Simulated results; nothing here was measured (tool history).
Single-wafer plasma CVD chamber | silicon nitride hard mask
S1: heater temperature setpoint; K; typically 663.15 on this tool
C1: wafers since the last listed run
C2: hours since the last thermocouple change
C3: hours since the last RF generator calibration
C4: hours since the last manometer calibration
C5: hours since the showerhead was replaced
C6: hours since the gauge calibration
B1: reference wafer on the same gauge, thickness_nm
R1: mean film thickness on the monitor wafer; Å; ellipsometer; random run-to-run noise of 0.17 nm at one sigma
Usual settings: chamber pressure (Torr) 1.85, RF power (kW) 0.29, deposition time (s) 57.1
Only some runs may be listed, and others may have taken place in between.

run 1 hour=0 | S1=663.15 chamber_pressure_(Torr)=1.85 RF_power_(kW)=0.29 deposition_time_(s)=57.1 | C1=0 C2=2783.9 C3=2152.4 C4=1858.6 C5=4798.5 C6=178.4 | B1=66.684 | R1=670.84
run 2 hour=34.2 | S1=663.15 chamber_pressure_(Torr)=1.85 RF_power_(kW)=0.29 deposition_time_(s)=57.1 | C1=676 C2=2818.1 C3=2186.6 C4=1892.8 C5=4832.7 C6=212.6 | B1=66.749 | R1=669.4
run 3 hour=48.7 | S1=663.15 chamber_pressure_(Torr)=1.85 RF_power_(kW)=0.29 deposition_time_(s)=57.1 | C1=286 C2=2832.6 C3=2201.1 C4=1907.3 C5=4847.2 C6=227.1 | B1=66.755 | R1=669.83
run 4 hour=76.4 | S1=663.15 chamber_pressure_(Torr)=1.85 RF_power_(kW)=0.29 deposition_time_(s)=57.1 | C1=548 C2=2860.3 C3=2228.8 C4=1935 C5=4874.9 C6=254.8 | B1=66.705 | R1=671.31
-- hour=80 gauge calibrated
run 5 hour=103.4 | S1=663.15 chamber_pressure_(Torr)=1.85 RF_power_(kW)=0.335 deposition_time_(s)=57.1 | C1=534 C2=2887.3 C3=2255.8 C4=1962 C5=4901.9 C6=23.4 | B1=66.733 | R1=725.9
run 6 hour=134.3 | S1=663.15 chamber_pressure_(Torr)=1.85 RF_power_(kW)=0.335 deposition_time_(s)=57.1 | C1=611 C2=2918.2 C3=2286.7 C4=1992.9 C5=4932.8 C6=54.3 | B1=66.755 | R1=728.94
run 7 hour=159.1 | S1=663.15 chamber_pressure_(Torr)=1.85 RF_power_(kW)=0.29 deposition_time_(s)=57.1 | C1=490 C2=2943 C3=2311.5 C4=2017.7 C5=4957.6 C6=79.1 | B1=66.724 | R1=673.39
-- hour=170.4 capacitance manometer re-zeroed and calibrated
run 8 hour=183.6 | S1=663.15 chamber_pressure_(Torr)=2.09 RF_power_(kW)=0.29 deposition_time_(s)=57.1 | C1=326 C2=2967.5 C3=2336 C4=13.2 C5=4982.1 C6=103.6 | B1=66.734 | R1=697.64
run 9 hour=216.7 | S1=663.15 chamber_pressure_(Torr)=2.09 RF_power_(kW)=0.29 deposition_time_(s)=57.1 | C1=655 C2=3000.6 C3=2369.1 C4=46.3 C5=5015.2 C6=136.7 | B1=66.644 | R1=699.31
run 10 hour=232.4 | S1=663.15 chamber_pressure_(Torr)=2.09 RF_power_(kW)=0.29 deposition_time_(s)=57.1 | C1=310 C2=3016.3 C3=2384.8 C4=62 C5=5030.9 C6=152.4 | B1=66.684 | R1=704.03
run 11 hour=261.8 | S1=663.15 chamber_pressure_(Torr)=2.31 RF_power_(kW)=0.29 deposition_time_(s)=57.1 | C1=581 C2=3045.7 C3=2414.2 C4=91.4 C5=5060.3 C6=181.8 | B1=66.697 | R1=725.02
-- hour=292.5 RF generator calibrated
run 12 hour=294.8 | S1=663.15 chamber_pressure_(Torr)=1.85 RF_power_(kW)=0.345 deposition_time_(s)=67.6 | C1=494 C2=3078.7 C3=2.3 C4=124.4 C5=5093.3 C6=214.8 | B1=66.721 | R1=917.49
run 13 hour=315.6 | S1=654.15 chamber_pressure_(Torr)=1.56 RF_power_(kW)=0.255 deposition_time_(s)=48.2 | C1=411 C2=3099.5 C3=23.1 C4=145.2 C5=5114.1 C6=235.6 | B1=66.726 | R1=513.68
run 14 hour=331.1 | S1=663.15 chamber_pressure_(Torr)=1.73 RF_power_(kW)=0.24 deposition_time_(s)=67.9 | C1=306 C2=3115 C3=38.6 C4=160.7 C5=5129.6 C6=251.1 | B1=66.678 | R1=725.77
run 15 hour=350.5 | S1=650.15 chamber_pressure_(Torr)=1.61 RF_power_(kW)=0.265 deposition_time_(s)=49.9 | C1=383 C2=3134.4 C3=58 C4=180.1 C5=5149 C6=270.5 | B1=66.702 | R1=550.74
run 16 hour=364.8 | S1=677.15 chamber_pressure_(Torr)=1.71 RF_power_(kW)=0.34 deposition_time_(s)=57.1 | C1=282 C2=3148.7 C3=72.3 C4=194.4 C5=5163.3 C6=284.8 | B1=66.693 | R1=736.85
-- hour=375.6 showerhead replaced
-- hour=390 gauge calibrated
-- hour=396.1 thermocouple changed; heater temperature recalibrated
run 17 hour=468.6 | S1=663.15 chamber_pressure_(Torr)=1.85 RF_power_(kW)=0.29 deposition_time_(s)=57.1 | C1=1737 C2=72.5 C3=176.1 C4=298.2 C5=93 C6=78.6 | B1=66.648 | R1=696.46
run 18 hour=485.3 | S1=656.15 chamber_pressure_(Torr)=1.85 RF_power_(kW)=0.29 deposition_time_(s)=47.9 | C1=330 C2=89.2 C3=192.8 C4=314.9 C5=109.7 C6=95.3 | B1=66.814 | R1=587.15
run 19 hour=506.5 | S1=663.15 chamber_pressure_(Torr)=1.85 RF_power_(kW)=0.29 deposition_time_(s)=57.1 | C1=419 C2=110.4 C3=214 C4=336.1 C5=130.9 C6=116.5 | B1=66.704 | R1=694.38
run 20 hour=534.7 | S1=649.15 chamber_pressure_(Torr)=1.5 RF_power_(kW)=0.305 deposition_time_(s)=47.6 | C1=558 C2=138.6 C3=242.2 C4=364.3 C5=159.1 C6=144.7 | B1=66.713 | R1=545.55

How the hidden state differs across the entries between the runs, from the last listed run before each to the first after it:
Runs 4 to 5: gauge calibrated (hour 80)
  delivered RF power above the setpoint (%): -8.16 -> -8.17
  measured less the result without the state, R1: -33.88 -> -35.35 Å
Runs 7 to 8: capacitance manometer re-zeroed and calibrated (hour 170.4)
  delivered RF power above the setpoint (%): -8.2 -> -8.21
  measured less the result without the state, R1: -34.17 -> -35.45 Å
Runs 11 to 12: RF generator calibrated (hour 292.5)
  delivered RF power above the setpoint (%): -8.24 -> -0.456
  measured less the result without the state, R1: -37.01 -> -2.25 Å
Runs 16 to 17: showerhead replaced (hour 375.6); gauge calibrated (hour 390); thermocouple changed; heater temperature recalibrated (hour 396.1)
  delivered RF power above the setpoint (%): -1.24 -> -2.27
  measured less the result without the state, R1: -5 -> -9.31 Å
